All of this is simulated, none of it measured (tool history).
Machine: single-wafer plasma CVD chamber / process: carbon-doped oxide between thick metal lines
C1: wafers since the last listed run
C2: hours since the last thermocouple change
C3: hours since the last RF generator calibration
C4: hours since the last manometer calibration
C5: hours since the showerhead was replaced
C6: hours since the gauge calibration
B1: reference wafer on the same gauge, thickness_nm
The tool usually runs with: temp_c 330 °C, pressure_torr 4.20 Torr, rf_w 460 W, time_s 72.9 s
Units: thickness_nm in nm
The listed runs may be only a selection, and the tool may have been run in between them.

run 1 hour=0.0 | temp_c=339 pressure_torr=4.20 rf_w=460 time_s=72.9 | C1=0 C2=2647.7 C3=1769.3 C4=1778.9 C5=3403.3 C6=131.2 | B1=446.980 | thickness_nm=367.143
run 2 hour=25.7 | temp_c=339 pressure_torr=4.20 rf_w=460 time_s=72.9 | C1=260 C2=2673.4 C3=1795.0 C4=1804.6 C5=3429.0 C6=156.9 | B1=446.938 | thickness_nm=369.832
run 3 hour=39.5 | temp_c=339 pressure_torr=4.20 rf_w=460 time_s=72.9 | C1=139 C2=2687.2 C3=1808.8 C4=1818.4 C5=3442.8 C6=170.7 | B1=446.979 | thickness_nm=366.647
run 4 hour=60.9 | temp_c=337 pressure_torr=4.20 rf_w=460 time_s=72.9 | C1=217 C2=2708.6 C3=1830.2 C4=1839.8 C5=3464.2 C6=192.1 | B1=446.939 | thickness_nm=371.108
run 5 hour=94.7 | temp_c=337 pressure_torr=4.20 rf_w=460 time_s=72.9 | C1=342 C2=2742.4 C3=1864.0 C4=1873.6 C5=3498.0 C6=225.9 | B1=447.089 | thickness_nm=370.208
run 6 hour=107.2 | temp_c=337 pressure_torr=4.20 rf_w=460 time_s=72.9 | C1=126 C2=2754.9 C3=1876.5 C4=1886.1 C5=3510.5 C6=238.4 | B1=447.117 | thickness_nm=370.172
run 7 hour=126.1 | temp_c=330 pressure_torr=4.20 rf_w=460 time_s=72.9 | C1=191 C2=2773.8 C3=1895.4 C4=1905.0 C5=3529.4 C6=257.3 | B1=446.887 | thickness_nm=377.458
run 8 hour=144.0 | temp_c=330 pressure_torr=4.20 rf_w=460 time_s=72.9 | C1=181 C2=2791.7 C3=1913.3 C4=1922.9 C5=3547.3 C6=275.2 | B1=446.987 | thickness_nm=377.305
run 9 hour=158.6 | temp_c=330 pressure_torr=4.20 rf_w=460 time_s=72.9 | C1=148 C2=2806.3 C3=1927.9 C4=1937.5 C5=3561.9 C6=289.8 | B1=447.072 | thickness_nm=377.706
run 10 hour=177.3 | temp_c=330 pressure_torr=4.20 rf_w=460 time_s=72.9 | C1=189 C2=2825.0 C3=1946.6 C4=1956.2 C5=3580.6 C6=308.5 | B1=446.967 | thickness_nm=377.010
-- hour=210.5 showerhead replaced
run 11 hour=212.3 | temp_c=330 pressure_torr=4.20 rf_w=410 time_s=72.9 | C1=273 C2=2860.0 C3=1981.6 C4=1991.2 C5=1.8 C6=343.5 | B1=446.991 | thickness_nm=336.257
run 12 hour=239.2 | temp_c=330 pressure_torr=4.42 rf_w=460 time_s=72.9 | C1=272 C2=2886.9 C3=2008.5 C4=2018.1 C5=28.7 C6=370.4 | B1=447.092 | thickness_nm=381.932
run 13 hour=270.5 | temp_c=330 pressure_torr=4.20 rf_w=505 time_s=64.8 | C1=317 C2=2918.2 C3=2039.8 C4=2049.4 C5=60.0 C6=401.7 | B1=446.983 | thickness_nm=362.569
-- hour=295.8 capacitance manometer re-zeroed and calibrated
run 14 hour=296.2 | temp_c=330 pressure_torr=4.20 rf_w=410 time_s=72.9 | C1=179 C2=2943.9 C3=2065.5 C4=0.4 C5=85.7 C6=427.4 | B1=446.989 | thickness_nm=336.108
-- hour=307.5 gauge calibrated
run 15 hour=316.8 | temp_c=340 pressure_torr=3.22 rf_w=430 time_s=67.4 | C1=208 C2=2964.5 C3=2086.1 C4=21.0 C5=106.3 C6=9.3 | B1=446.893 | thickness_nm=304.524
-- hour=326.3 thermocouple changed; heater temperature recalibrated
run 16 hour=332.8 | temp_c=330 pressure_torr=4.20 rf_w=385 time_s=59.0 | C1=81 C2=6.5 C3=2102.1 C4=37.0 C5=122.3 C6=25.3 | B1=447.043 | thickness_nm=254.916
run 17 hour=350.0 | temp_c=339 pressure_torr=4.20 rf_w=460 time_s=72.9 | C1=174 C2=23.7 C3=2119.3 C4=54.2 C5=139.5 C6=42.5 | B1=446.946 | thickness_nm=368.802
-- hour=371.6 RF generator calibrated
run 18 hour=384.5 | temp_c=330 pressure_torr=4.20 rf_w=460 time_s=80.1 | C1=268 C2=58.2 C3=12.9 C4=88.7 C5=174.0 C6=77.0 | B1=446.862 | thickness_nm=413.094
run 19 hour=399.9 | temp_c=318 pressure_torr=4.88 rf_w=460 time_s=72.9 | C1=156 C2=73.6 C3=28.3 C4=104.1 C5=189.4 C6=92.4 | B1=446.949 | thickness_nm=404.128
run 20 hour=418.9 | temp_c=330 pressure_torr=4.20 rf_w=460 time_s=72.9 | C1=192 C2=92.6 C3=47.3 C4=123.1 C5=208.4 C6=111.4 | B1=446.937 | thickness_nm=376.754
run 21 hour=435.2 | temp_c=319 pressure_torr=3.76 rf_w=395 time_s=68.4 | C1=165 C2=108.9 C3=63.6 C4=139.4 C5=224.7 C6=127.7 | B1=447.140 | thickness_nm=305.335
run 22 hour=451.7 | temp_c=317 pressure_torr=4.20 rf_w=485 time_s=83.4 | C1=167 C2=125.4 C3=80.1 C4=155.9 C5=241.2 C6=144.2 | B1=446.913 | thickness_nm=470.308
run 23 hour=483.7 | temp_c=341 pressure_torr=4.20 rf_w=460 time_s=72.9 | C1=324 C2=157.4 C3=112.1 C4=187.9 C5=273.2 C6=176.2 | B1=446.978 | thickness_nm=365.771
run 24 hour=551.2 | temp_c=330 pressure_torr=4.52 rf_w=460 time_s=79.2 | C1=684 C2=224.9 C3=179.6 C4=255.4 C5=340.7 C6=243.7 | B1=447.015 | thickness_nm=415.801
run 25 hour=570.9 | temp_c=330 pressure_torr=4.20 rf_w=460 time_s=72.9 | C1=199 C2=244.6 C3=199.3 C4=275.1 C5=360.4 C6=263.4 | B1=447.063 | thickness_nm=377.286

Here are 5 independent what-if runs from the current tool condition. What would each one return?
run A hour=571.3 | temp_c=330 pressure_torr=4.20 rf_w=460 time_s=60.3 | C1=4 C2=245.0 C3=199.7 C4=275.5 C5=360.8 C6=263.8 | B1=? | thickness_nm=?
run B hour=571.3 | temp_c=344 pressure_torr=4.20 rf_w=390 time_s=72.9 | C1=4 C2=245.0 C3=199.7 C4=275.5 C5=360.8 C6=263.8 | B1=? | thickness_nm=?
run C hour=571.3 | temp_c=321 pressure_torr=4.20 rf_w=535 time_s=79.8 | C1=4 C2=245.0 C3=199.7 C4=275.5 C5=360.8 C6=263.8 | B1=? | thickness_nm=?
run D hour=571.3 | temp_c=330 pressure_torr=4.48 rf_w=505 time_s=72.9 | C1=4 C2=245.0 C3=199.7 C4=275.5 C5=360.8 C6=263.8 | B1=? | thickness_nm=?
run E hour=571.3 | temp_c=330 pressure_torr=4.20 rf_w=435 time_s=72.9 | C1=4 C2=245.0 C3=199.7 C4=275.5 C5=360.8 C6=263.8 | B1=? | thickness_nm=?

run=A B1=446.855 thickness_nm=311.671
run=B B1=446.855 thickness_nm=306.479
run=C B1=446.855 thickness_nm=478.038
run=D B1=446.855 thickness_nm=412.059
run=E B1=446.855 thickness_nm=356.242
The same runs, with their run-to-run variation unchanged, on a tool lacking any hidden condition would have given:
run=A thickness_nm=311.671
run=B thickness_nm=306.479
run=C thickness_nm=478.038
run=D thickness_nm=412.059
run=E thickness_nm=356.242
